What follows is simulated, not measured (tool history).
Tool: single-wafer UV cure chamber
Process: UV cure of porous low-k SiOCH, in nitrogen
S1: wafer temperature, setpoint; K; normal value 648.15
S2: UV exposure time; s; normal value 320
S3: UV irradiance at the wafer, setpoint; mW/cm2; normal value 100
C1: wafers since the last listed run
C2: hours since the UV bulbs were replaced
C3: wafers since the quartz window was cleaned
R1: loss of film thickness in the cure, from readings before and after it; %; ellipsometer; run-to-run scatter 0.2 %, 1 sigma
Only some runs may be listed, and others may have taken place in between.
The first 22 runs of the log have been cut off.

{"run": 23, "hour": 1592.9, "S1": 648.15, "S2": 195, "S3": 100, "C1": 331, "C2": 774.2, "C3": 1947, "R1": 10.761}
{"run": 24, "hour": 1634.6, "S1": 648.15, "S2": 180, "S3": 78, "C1": 154, "C2": 815.9, "C3": 2102, "R1": 9.098}
{"hour": 1660.7, "done": "quartz window cleaned"}
{"run": 25, "hour": 1725.8, "S1": 661.15, "S2": 320, "S3": 100, "C1": 308, "C2": 907.1, "C3": 241, "R1": 14.699}
{"run": 26, "hour": 1804.6, "S1": 642.15, "S2": 320, "S3": 100, "C1": 292, "C2": 985.9, "C3": 534, "R1": 13.785}
{"run": 27, "hour": 1890.6, "S1": 660.15, "S2": 395, "S3": 100, "C1": 319, "C2": 1071.9, "C3": 853, "R1": 15.156}
{"run": 28, "hour": 1995.1, "S1": 663.15, "S2": 505, "S3": 88, "C1": 388, "C2": 1176.4, "C3": 1241, "R1": 15.914}
{"hour": 2034.8, "done": "UV bulbs replaced"}
{"run": 29, "hour": 2040.4, "S1": 648.15, "S2": 320, "S3": 100, "C1": 138, "C2": 5.6, "C3": 1380, "R1": 13.657}
{"run": 30, "hour": 2123.8, "S1": 648.15, "S2": 320, "S3": 128, "C1": 309, "C2": 89.0, "C3": 1689, "R1": 14.818}
{"run": 31, "hour": 2228.4, "S1": 643.15, "S2": 165, "S3": 81, "C1": 388, "C2": 193.6, "C3": 2078, "R1": 8.896}
{"run": 32, "hour": 2278.8, "S1": 648.15, "S2": 320, "S3": 76, "C1": 187, "C2": 244.0, "C3": 2265, "R1": 12.065}
{"run": 33, "hour": 2343.4, "S1": 632.15, "S2": 320, "S3": 123, "C1": 239, "C2": 308.6, "C3": 2505, "R1": 14.065}
{"hour": 2377.7, "done": "quartz window cleaned"}
{"run": 34, "hour": 2385.1, "S1": 657.15, "S2": 320, "S3": 85, "C1": 125, "C2": 350.3, "C3": 27, "R1": 13.503}
{"run": 35, "hour": 2472.3, "S1": 667.15, "S2": 435, "S3": 100, "C1": 323, "C2": 437.5, "C3": 351, "R1": 16.26}
{"run": 36, "hour": 2520.8, "S1": 648.15, "S2": 320, "S3": 100, "C1": 180, "C2": 486.0, "C3": 531, "R1": 14.392}
{"run": 37, "hour": 2618.5, "S1": 664.15, "S2": 390, "S3": 100, "C1": 362, "C2": 583.7, "C3": 894, "R1": 15.192}
{"run": 38, "hour": 2661.2, "S1": 656.15, "S2": 380, "S3": 64, "C1": 158, "C2": 626.4, "C3": 1052, "R1": 12.643}
{"run": 39, "hour": 2749.8, "S1": 634.15, "S2": 480, "S3": 113, "C1": 329, "C2": 715.0, "C3": 1381, "R1": 15.871}
{"run": 40, "hour": 2835.1, "S1": 648.15, "S2": 320, "S3": 100, "C1": 316, "C2": 800.3, "C3": 1698, "R1": 13.767}
{"run": 41, "hour": 2875.9, "S1": 656.15, "S2": 135, "S3": 67, "C1": 151, "C2": 841.1, "C3": 1849, "R1": 7.313}
{"run": 42, "hour": 2913.7, "S1": 648.15, "S2": 495, "S3": 100, "C1": 140, "C2": 878.9, "C3": 1990, "R1": 15.56}
{"run": 43, "hour": 3051.4, "S1": 648.15, "S2": 320, "S3": 100, "C1": 511, "C2": 1016.6, "C3": 2501, "R1": 13.066}
{"hour": 3094.4, "done": "quartz window cleaned"}
{"run": 44, "hour": 3132.3, "S1": 640.15, "S2": 265, "S3": 112, "C1": 270, "C2": 1097.5, "C3": 140, "R1": 13.424}

Consider 3 possible next runs. They are alternatives, not a sequence: every one starts from the tool as it was left by run 44. What does each give?
{"run": "A", "hour": 3132.8, "S1": 648.15, "S2": 430, "S3": 100, "C1": 1, "C2": 1098.0, "C3": 142, "R1": "?"}
{"run": "B", "hour": 3132.8, "S1": 659.15, "S2": 240, "S3": 68, "C1": 1, "C2": 1098.0, "C3": 142, "R1": "?"}
{"run": "C", "hour": 3132.8, "S1": 633.15, "S2": 225, "S3": 127, "C1": 1, "C2": 1098.0, "C3": 142, "R1": "?"}

run=A R1=16.165
run=B R1=11.259
run=C R1=13.595
Had the tool no hidden state, the same runs would have come out as:
run=A R1=16.322
run=B R1=11.401
run=C R1=13.746

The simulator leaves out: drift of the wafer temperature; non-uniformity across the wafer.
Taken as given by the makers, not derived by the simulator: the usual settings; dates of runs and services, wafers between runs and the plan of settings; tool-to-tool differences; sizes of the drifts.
